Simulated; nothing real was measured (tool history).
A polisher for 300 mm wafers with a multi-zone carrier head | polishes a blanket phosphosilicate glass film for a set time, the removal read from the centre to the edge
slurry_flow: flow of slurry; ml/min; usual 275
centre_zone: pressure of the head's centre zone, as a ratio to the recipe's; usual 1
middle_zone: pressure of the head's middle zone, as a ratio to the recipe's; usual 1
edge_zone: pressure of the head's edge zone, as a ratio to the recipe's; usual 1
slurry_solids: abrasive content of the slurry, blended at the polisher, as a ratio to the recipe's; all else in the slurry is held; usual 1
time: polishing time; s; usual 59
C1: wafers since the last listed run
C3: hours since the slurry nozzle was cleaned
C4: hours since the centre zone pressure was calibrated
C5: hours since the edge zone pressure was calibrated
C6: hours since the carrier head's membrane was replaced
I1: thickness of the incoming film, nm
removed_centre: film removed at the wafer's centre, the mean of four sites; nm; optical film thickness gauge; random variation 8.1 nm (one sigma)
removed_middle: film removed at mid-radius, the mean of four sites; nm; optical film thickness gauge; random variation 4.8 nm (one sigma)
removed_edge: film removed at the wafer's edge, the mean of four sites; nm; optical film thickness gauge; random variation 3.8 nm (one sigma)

Run 1, hour 0: usual settings; C1 0; wafers polished on this pad 314; C3 404.1; C4 421.2; C5 321.7; C6 630.5; I1 4243.8. Result: removed_centre 625 nm, removed_middle 613 nm, removed_edge 618.8 nm.
At hour 25.1: slurry nozzle cleaned.
Run 2, hour 26.5: usual settings; C1 124; wafers polished on this pad 438; C3 1.4; C4 447.7; C5 348.2; C6 657; I1 4273.8. Result: removed_centre 610.7 nm, removed_middle 606.7 nm, removed_edge 616.5 nm.
Run 3, hour 43.9: usual settings; C1 84; wafers polished on this pad 523; C3 18.8; C4 465.1; C5 365.6; C6 674.4; I1 4216. Result: removed_centre 619.8 nm, removed_middle 608.8 nm, removed_edge 615.1 nm.
Run 4, hour 78.3: usual settings; C1 167; wafers polished on this pad 690; C3 53.2; C4 499.5; C5 400; C6 708.8; I1 4234.3. Result: removed_centre 598.9 nm, removed_middle 598.8 nm, removed_edge 594 nm.
At hour 93.7: worn pad replaced by a new one.
Run 5, hour 99.8: usual settings; C1 85; wafers polished on this pad 29; C3 74.7; C4 521; C5 421.5; C6 730.3; I1 4350.3. Result: removed_centre 627 nm, removed_middle 628.7 nm, removed_edge 633.8 nm.
Run 6, hour 117.1: usual settings but slurry_flow 315 ml/min, time 47 s; C1 84; wafers polished on this pad 113; C3 92; C4 538.3; C5 438.8; C6 747.6; I1 4227.4. Result: removed_centre 510.1 nm, removed_middle 500.4 nm, removed_edge 510.4 nm.
Run 7, hour 146.5: usual settings but slurry_flow 315 ml/min, time 47 s; C1 143; wafers polished on this pad 257; C3 121.4; C4 567.7; C5 468.2; C6 777; I1 4248.9. Result: removed_centre 510.6 nm, removed_middle 506.4 nm, removed_edge 495.9 nm.
Run 8, hour 177.8: usual settings but middle_zone 0.89, edge_zone 0.96, slurry_solids 0.9; C1 152; wafers polished on this pad 409; C3 152.7; C4 599; C5 499.5; C6 808.3; I1 4313.3. Result: removed_centre 600.3 nm, removed_middle 538 nm, removed_edge 581.1 nm.
Run 9, hour 213: usual settings but slurry_flow 320 ml/min, slurry_solids 1.1; C1 171; wafers polished on this pad 581; C3 187.9; C4 634.2; C5 534.7; C6 843.5; I1 4274.3. Result: removed_centre 637.9 nm, removed_middle 630 nm, removed_edge 632.4 nm.
At hour 241.3: worn pad replaced by a new one.
Run 10, hour 247.3: usual settings but time 38 s; C1 147; wafers polished on this pad 29; C3 222.2; C4 668.5; C5 569; C6 877.8; I1 4246.1. Result: removed_centre 401.9 nm, removed_middle 411.3 nm, removed_edge 405.9 nm.
Run 11, hour 265.1: usual settings but slurry_flow 190 ml/min, centre_zone 0.95; C1 86; wafers polished on this pad 116; C3 240; C4 686.3; C5 586.8; C6 895.6; I1 4308.3. Result: removed_centre 555.6 nm, removed_middle 590.6 nm, removed_edge 604.7 nm.
Run 12, hour 283.9: usual settings but middle_zone 1.03, edge_zone 1.08; C1 91; wafers polished on this pad 207; C3 258.8; C4 705.1; C5 605.6; C6 914.4; I1 4293.3. Result: removed_centre 632.5 nm, removed_middle 635.1 nm, removed_edge 647.4 nm.
Run 13, hour 319.6: usual settings; C1 174; wafers polished on this pad 381; C3 294.5; C4 740.8; C5 641.3; C6 950.1; I1 4289.6. Result: removed_centre 624.8 nm, removed_middle 611.4 nm, removed_edge 614.9 nm.
Run 14, hour 334.3: usual settings but centre_zone 0.9, middle_zone 0.94, slurry_solids 1.2, time 66 s; C1 71; wafers polished on this pad 453; C3 309.2; C4 755.5; C5 656; C6 964.8; I1 4231.2. Result: removed_centre 671.4 nm, removed_middle 693.5 nm, removed_edge 729.8 nm.
Run 15, hour 350.7: usual settings but slurry_flow 305 ml/min, centre_zone 1.11; C1 79; wafers polished on this pad 533; C3 325.6; C4 771.9; C5 672.4; C6 981.2; I1 4179.6. Result: removed_centre 697.4 nm, removed_middle 612.4 nm, removed_edge 621.2 nm.
At hour 358.6: carrier head's membrane replaced by a new one.
At hour 367.4: edge zone pressure recalibrated.
Run 16, hour 377.8: usual settings but slurry_flow 205 ml/min, centre_zone 1.09, slurry_solids 1.15, time 43 s; C1 97; wafers polished on this pad 631; C3 352.7; C4 799; C5 10.4; C6 19.2; I1 4219.3. Result: removed_centre 492.6 nm, removed_middle 446.7 nm, removed_edge 448.6 nm.
At hour 390: worn pad replaced by a new one.
At hour 399.1: centre zone pressure recalibrated.
Run 17, hour 408.3: usual settings but centre_zone 1.04, middle_zone 1.09, edge_zone 1.08; C1 119; wafers polished on this pad 79; C3 383.2; C4 9.2; C5 40.9; C6 49.7; I1 4217.3. Result: removed_centre 670.2 nm, removed_middle 670.1 nm, removed_edge 657.7 nm.
At hour 422.7: slurry nozzle cleaned.
Run 18, hour 441.4: usual settings; C1 156; wafers polished on this pad 236; C3 18.7; C4 42.3; C5 74; C6 82.8; I1 4227.3. Result: removed_centre 629.8 nm, removed_middle 626.2 nm, removed_edge 625.9 nm.
Run 19, hour 474: usual settings; C1 158; wafers polished on this pad 394; C3 51.3; C4 74.9; C5 106.6; C6 115.4; I1 4189.7. Result: removed_centre 619.8 nm, removed_middle 619.4 nm, removed_edge 619.4 nm.
Run 20, hour 499.9: usual settings but slurry_flow 345 ml/min, centre_zone 1.1, middle_zone 0.94, edge_zone 1.07; C1 126; wafers polished on this pad 521; C3 77.2; C4 100.8; C5 132.5; C6 141.3; I1 4235.8. Result: removed_centre 691.5 nm, removed_middle 590.8 nm, removed_edge 643.7 nm.
Run 21, hour 527.3: usual settings but centre_zone 0.94; C1 133; wafers polished on this pad 654; C3 104.6; C4 128.2; C5 159.9; C6 168.7; I1 4319.5. Result: removed_centre 578.8 nm, removed_middle 601.8 nm, removed_edge 608.7 nm.
At hour 565.1: worn pad replaced by a new one.
Run 22, hour 565.6: usual settings but edge_zone 1.12; C1 167; wafers polished on this pad 2; C3 142.9; C4 166.5; C5 198.2; C6 207; I1 4180.6. Result: removed_centre 632.5 nm, removed_middle 623 nm, removed_edge 663 nm.

Forecast each of these 3 alternatives for the next run:
Run A, hour 566: usual settings but slurry_solids 1.3; C1 1; wafers polished on this pad 4; C3 143.3; C4 166.9; C5 198.6; C6 207.4; I1 4220.5. Result: removed_centre ?, removed_middle ?, removed_edge ?.
Run B, hour 566: usual settings but time 68 s; C1 1; wafers polished on this pad 4; C3 143.3; C4 166.9; C5 198.6; C6 207.4; I1 4220.5. Result: removed_centre ?, removed_middle ?, removed_edge ?.
Run C, hour 566: usual settings but slurry_flow 200 ml/min, slurry_solids 1.3; C1 1; wafers polished on this pad 4; C3 143.3; C4 166.9; C5 198.6; C6 207.4; I1 4220.5. Result: removed_centre ?, removed_middle ?, removed_edge ?.

run  removed_centre  removed_middle  removed_edge
  A           689.8             691         686.5
  B           726.2           727.5         722.7
  C           655.8           660.3         663.4
Without the tool's hidden state the same runs would have given:
run  removed_centre  removed_middle  removed_edge
  A           699.5           700.8         696.1
  B           736.4           737.7         732.8
  C             665           669.6         672.7

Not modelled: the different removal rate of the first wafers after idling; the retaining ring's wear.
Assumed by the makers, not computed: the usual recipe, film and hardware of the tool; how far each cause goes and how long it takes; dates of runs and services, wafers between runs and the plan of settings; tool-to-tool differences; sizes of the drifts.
